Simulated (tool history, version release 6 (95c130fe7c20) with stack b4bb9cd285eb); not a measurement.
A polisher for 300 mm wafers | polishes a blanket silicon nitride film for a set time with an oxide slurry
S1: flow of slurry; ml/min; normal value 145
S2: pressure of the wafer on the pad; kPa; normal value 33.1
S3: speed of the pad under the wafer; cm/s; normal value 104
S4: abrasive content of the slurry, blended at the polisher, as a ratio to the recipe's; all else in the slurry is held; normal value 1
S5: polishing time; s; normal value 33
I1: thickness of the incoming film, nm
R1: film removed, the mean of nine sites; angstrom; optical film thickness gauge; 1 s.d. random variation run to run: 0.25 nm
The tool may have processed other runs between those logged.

| run | hour | S1 | S2 | S3 | S4 | S5 | I1 | R1 |
|---|---|---|---|---|---|---|---|---|
| 1 | 0 | 145 | 33.1 | 104 | 1 | 24 | 445.6 | 194 |
| 2 | 29.8 | 145 | 33.1 | 104 | 1 | 24 | 441.4 | 194 |
| 3 | 98 | 145 | 33.1 | 104 | 1 | 33 | 436.5 | 265 |
|  | 103.5 | conditioning disc replaced and pad reconditioned |
| 4 | 116.7 | 145 | 33.1 | 104 | 1 | 33 | 440.2 | 261 |
|  | 152.3 | slurry nozzle cleaned |
| 5 | 152.8 | 145 | 33.1 | 104 | 1 | 33 | 437.7 | 259 |
|  | 167.8 | worn pad replaced by a new one |
|  | 169 | head pressure recalibrated |
| 6 | 169.5 | 145 | 33.1 | 104 | 1 | 33 | 437.8 | 266 |
| 7 | 199.2 | 185 | 33.1 | 78 | 1.25 | 33 | 442.7 | 255 |
| 8 | 224 | 145 | 33.1 | 84 | 1 | 33 | 439.8 | 226 |
| 9 | 247 | 145 | 33.1 | 104 | 1 | 33 | 437.5 | 264 |
| 10 | 270.8 | 180 | 33.1 | 104 | 1.1 | 33 | 441.2 | 291 |
|  | 278 | slurry blender recalibrated |
| 11 | 291.1 | 145 | 33.1 | 104 | 1 | 33 | 435.2 | 260 |
|  | 336.1 | conditioning disc replaced and pad reconditioned |
| 12 | 368.3 | 100 | 33.1 | 92 | 1 | 23 | 446.6 | 147 |
|  | 398.2 | worn pad replaced by a new one |
| 13 | 398.7 | 160 | 28.3 | 104 | 1 | 33 | 441.3 | 234 |
| 14 | 415.3 | 145 | 25.5 | 82 | 1.25 | 23 | 439.7 | 136 |
| 15 | 437.6 | 110 | 33.1 | 132 | 1 | 33 | 439.4 | 306 |
| 16 | 469.8 | 145 | 33.1 | 92 | 1 | 26 | 443 | 189 |
| 17 | 482.4 | 145 | 33.1 | 104 | 1 | 33 | 441.9 | 263 |
| 18 | 504.1 | 145 | 33.1 | 104 | 1 | 26 | 442.7 | 207 |
| 19 | 581.3 | 145 | 33.1 | 70 | 0.85 | 38 | 440.1 | 191 |
|  | 587.2 | conditioning disc replaced and pad reconditioned |
|  | 622.9 | worn pad replaced by a new one |
|  | 623.7 | slurry nozzle cleaned |
| 20 | 624.2 | 125 | 33.1 | 114 | 1.1 | 36 | 441 | 322 |
| 21 | 651.6 | 105 | 33.1 | 104 | 1 | 45 | 436.8 | 339 |
|  | 654 | slurry blender recalibrated |
| 22 | 669 | 145 | 33.1 | 104 | 1 | 33 | 436.6 | 269 |
| 23 | 700 | 145 | 42.7 | 104 | 0.8 | 24 | 435.5 | 207 |
| 24 | 716 | 145 | 42.7 | 104 | 0.8 | 24 | 442.5 | 207 |
| 25 | 735.8 | 145 | 33.1 | 104 | 0.85 | 33 | 441.1 | 228 |

Consider 5 possible next runs. They are alternatives, not a sequence: every one starts from the tool as it was left by run 25. What does each give?
| A | 736.2 | 145 | 33.1 | 94 | 1 | 33 | 438.1 | ? |
| B | 736.2 | 180 | 33.1 | 104 | 1 | 27 | 438.1 | ? |
| C | 736.2 | 145 | 39.3 | 76 | 1.1 | 24 | 438.1 | ? |
| D | 736.2 | 145 | 21.4 | 104 | 1 | 33 | 438.1 | ? |
| E | 736.2 | 130 | 33.1 | 94 | 1 | 33 | 438.1 | ? |

| run | R1 |
|---|---|
| A | 244 |
| B | 225 |
| C | 190 |
| D | 171 |
| E | 239 |
Without the tool's hidden state the same runs would have given:
| run | R1 |
|---|---|
| A | 250 |
| B | 230 |
| C | 194 |
| D | 175 |
| E | 244 |
